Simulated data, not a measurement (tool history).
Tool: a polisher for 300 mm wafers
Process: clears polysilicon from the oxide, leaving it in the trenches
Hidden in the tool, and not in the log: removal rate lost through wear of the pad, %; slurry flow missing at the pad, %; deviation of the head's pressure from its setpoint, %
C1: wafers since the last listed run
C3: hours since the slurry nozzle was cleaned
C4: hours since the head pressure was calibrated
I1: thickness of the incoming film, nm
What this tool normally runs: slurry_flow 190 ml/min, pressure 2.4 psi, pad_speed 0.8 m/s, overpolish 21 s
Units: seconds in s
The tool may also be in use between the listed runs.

{"run": 1, "hour": 0.0, "slurry_flow": 190, "pressure": 1.9, "pad_speed": 0.58, "overpolish": 21, "C1": 0, "wafers polished on this pad": 791, "C3": 377.8, "C4": 581.9, "I1": 603.6, "seconds": 91.5}
{"run": 2, "hour": 16.2, "slurry_flow": 190, "pressure": 1.9, "pad_speed": 0.58, "overpolish": 21, "C1": 207, "wafers polished on this pad": 998, "C3": 394, "C4": 598.1, "I1": 601.2, "seconds": 96}
{"hour": 21.2, "done": "worn pad replaced by a new one"}
{"run": 3, "hour": 31.5, "slurry_flow": 215, "pressure": 2.4, "pad_speed": 0.8, "overpolish": 21, "C1": 144, "wafers polished on this pad": 132, "C3": 409.3, "C4": 613.4, "I1": 602.8, "seconds": 54.7}
{"run": 4, "hour": 40.5, "slurry_flow": 190, "pressure": 1.8, "pad_speed": 0.86, "overpolish": 21, "C1": 115, "wafers polished on this pad": 248, "C3": 418.3, "C4": 622.4, "I1": 599.8, "seconds": 65.5}
{"run": 5, "hour": 57.8, "slurry_flow": 190, "pressure": 1.8, "pad_speed": 0.86, "overpolish": 21, "C1": 221, "wafers polished on this pad": 470, "C3": 435.6, "C4": 639.7, "I1": 603.5, "seconds": 66.8}
{"run": 6, "hour": 74.5, "slurry_flow": 190, "pressure": 2.4, "pad_speed": 0.8, "overpolish": 21, "C1": 214, "wafers polished on this pad": 684, "C3": 452.3, "C4": 656.4, "I1": 596.7, "seconds": 58.1}
{"run": 7, "hour": 83.3, "slurry_flow": 190, "pressure": 2.4, "pad_speed": 0.8, "overpolish": 21, "C1": 112, "wafers polished on this pad": 797, "C3": 461.1, "C4": 665.2, "I1": 606.3, "seconds": 59.3}
{"run": 8, "hour": 90.4, "slurry_flow": 220, "pressure": 2.4, "pad_speed": 0.8, "overpolish": 16, "C1": 91, "wafers polished on this pad": 888, "C3": 468.2, "C4": 672.3, "I1": 591.5, "seconds": 54.5}
{"run": 9, "hour": 99.3, "slurry_flow": 220, "pressure": 2.4, "pad_speed": 0.8, "overpolish": 16, "C1": 114, "wafers polished on this pad": 1002, "C3": 477.1, "C4": 681.2, "I1": 608.9, "seconds": 60.1}
{"hour": 113.2, "done": "worn pad replaced by a new one"}
{"run": 10, "hour": 140.2, "slurry_flow": 220, "pressure": 2.4, "pad_speed": 0.8, "overpolish": 16, "C1": 473, "wafers polished on this pad": 346, "C3": 518, "C4": 722.1, "I1": 602.1, "seconds": 64}
{"run": 11, "hour": 154.7, "slurry_flow": 235, "pressure": 2.4, "pad_speed": 0.8, "overpolish": 21, "C1": 186, "wafers polished on this pad": 532, "C3": 532.5, "C4": 736.6, "I1": 608, "seconds": 64.7}
{"hour": 164.7, "done": "worn pad replaced by a new one, repeated, since the last time left the tool worse"}
{"run": 12, "hour": 166.1, "slurry_flow": 235, "pressure": 2.4, "pad_speed": 0.8, "overpolish": 21, "C1": 94, "wafers polished on this pad": 17, "C3": 543.9, "C4": 748, "I1": 592.6, "seconds": 53.6}
{"run": 13, "hour": 177.1, "slurry_flow": 235, "pressure": 2.4, "pad_speed": 0.8, "overpolish": 21, "C1": 141, "wafers polished on this pad": 158, "C3": 554.9, "C4": 759, "I1": 591.8, "seconds": 55}
{"run": 14, "hour": 188.7, "slurry_flow": 170, "pressure": 2, "pad_speed": 0.8, "overpolish": 28, "C1": 148, "wafers polished on this pad": 307, "C3": 566.5, "C4": 770.6, "I1": 610.2, "seconds": 69}
{"run": 15, "hour": 203.3, "slurry_flow": 135, "pressure": 3, "pad_speed": 1, "overpolish": 16, "C1": 187, "wafers polished on this pad": 494, "C3": 581.1, "C4": 785.2, "I1": 606.4, "seconds": 39.3}
{"run": 16, "hour": 214.1, "slurry_flow": 190, "pressure": 2.4, "pad_speed": 1.04, "overpolish": 30, "C1": 138, "wafers polished on this pad": 633, "C3": 591.9, "C4": 796, "I1": 597.6, "seconds": 44.3}
{"run": 17, "hour": 222.2, "slurry_flow": 230, "pressure": 2.9, "pad_speed": 0.94, "overpolish": 27, "C1": 103, "wafers polished on this pad": 737, "C3": 600, "C4": 804.1, "I1": 597.5, "seconds": 40.9}
{"run": 18, "hour": 234.2, "slurry_flow": 190, "pressure": 2.4, "pad_speed": 0.8, "overpolish": 21, "C1": 153, "wafers polished on this pad": 891, "C3": 612, "C4": 816.1, "I1": 611.7, "seconds": 56.6}
{"hour": 248.4, "done": "worn pad replaced by a new one"}
{"hour": 251.9, "done": "head pressure recalibrated"}
{"run": 19, "hour": 252.4, "slurry_flow": 190, "pressure": 2.4, "pad_speed": 0.8, "overpolish": 21, "C1": 156, "wafers polished on this pad": 26, "C3": 630.2, "C4": 0.5, "I1": 599.1, "seconds": 53.7}
{"hour": 260.9, "done": "slurry nozzle cleaned"}
{"run": 20, "hour": 263.9, "slurry_flow": 155, "pressure": 1.8, "pad_speed": 0.8, "overpolish": 21, "C1": 134, "wafers polished on this pad": 161, "C3": 3, "C4": 12, "I1": 587, "seconds": 72.2}
{"run": 21, "hour": 273.7, "slurry_flow": 215, "pressure": 3, "pad_speed": 0.8, "overpolish": 27, "C1": 125, "wafers polished on this pad": 286, "C3": 12.8, "C4": 21.8, "I1": 597.9, "seconds": 45.9}
{"run": 22, "hour": 288.1, "slurry_flow": 190, "pressure": 2.4, "pad_speed": 0.64, "overpolish": 21, "C1": 184, "wafers polished on this pad": 471, "C3": 27.2, "C4": 36.2, "I1": 605.6, "seconds": 69.4}
{"run": 23, "hour": 302.5, "slurry_flow": 190, "pressure": 2.4, "pad_speed": 0.8, "overpolish": 21, "C1": 184, "wafers polished on this pad": 656, "C3": 41.6, "C4": 50.6, "I1": 594.3, "seconds": 57.1}
{"run": 24, "hour": 315.4, "slurry_flow": 190, "pressure": 2.4, "pad_speed": 0.8, "overpolish": 21, "C1": 165, "wafers polished on this pad": 821, "C3": 54.5, "C4": 63.5, "I1": 595.4, "seconds": 56.4}
{"hour": 325.9, "done": "worn pad replaced by a new one"}
{"run": 25, "hour": 326.4, "slurry_flow": 190, "pressure": 2.4, "pad_speed": 0.8, "overpolish": 21, "C1": 89, "wafers polished on this pad": 6, "C3": 65.5, "C4": 74.5, "I1": 598.8, "seconds": 55}
{"run": 26, "hour": 329.8, "slurry_flow": 245, "pressure": 2.4, "pad_speed": 0.92, "overpolish": 18, "C1": 43, "wafers polished on this pad": 50, "C3": 68.9, "C4": 77.9, "I1": 593.5, "seconds": 45.8}

Here are 4 independent what-if runs from the current tool condition. What would each one return?
{"run": "A", "hour": 330.2, "slurry_flow": 190, "pressure": 2.4, "pad_speed": 0.8, "overpolish": 33, "C1": 5, "wafers polished on this pad": 55, "C3": 69.3, "C4": 78.3, "I1": 608.6, "seconds": "?"}
{"run": "B", "hour": 330.2, "slurry_flow": 190, "pressure": 2, "pad_speed": 0.9, "overpolish": 32, "C1": 5, "wafers polished on this pad": 55, "C3": 69.3, "C4": 78.3, "I1": 608.6, "seconds": "?"}
{"run": "C", "hour": 330.2, "slurry_flow": 190, "pressure": 2.4, "pad_speed": 0.8, "overpolish": 32, "C1": 5, "wafers polished on this pad": 55, "C3": 69.3, "C4": 78.3, "I1": 608.6, "seconds": "?"}
{"run": "D", "hour": 330.2, "slurry_flow": 255, "pressure": 2.4, "pad_speed": 0.8, "overpolish": 21, "C1": 5, "wafers polished on this pad": 55, "C3": 69.3, "C4": 78.3, "I1": 608.6, "seconds": "?"}

run=A seconds=54.5
run=B seconds=56.3
run=C seconds=54.5
run=D seconds=52.8
With no hidden state in the tool, these same runs would have given:
run=A seconds=53.5
run=B seconds=55.3
run=C seconds=53.5
run=D seconds=51.9
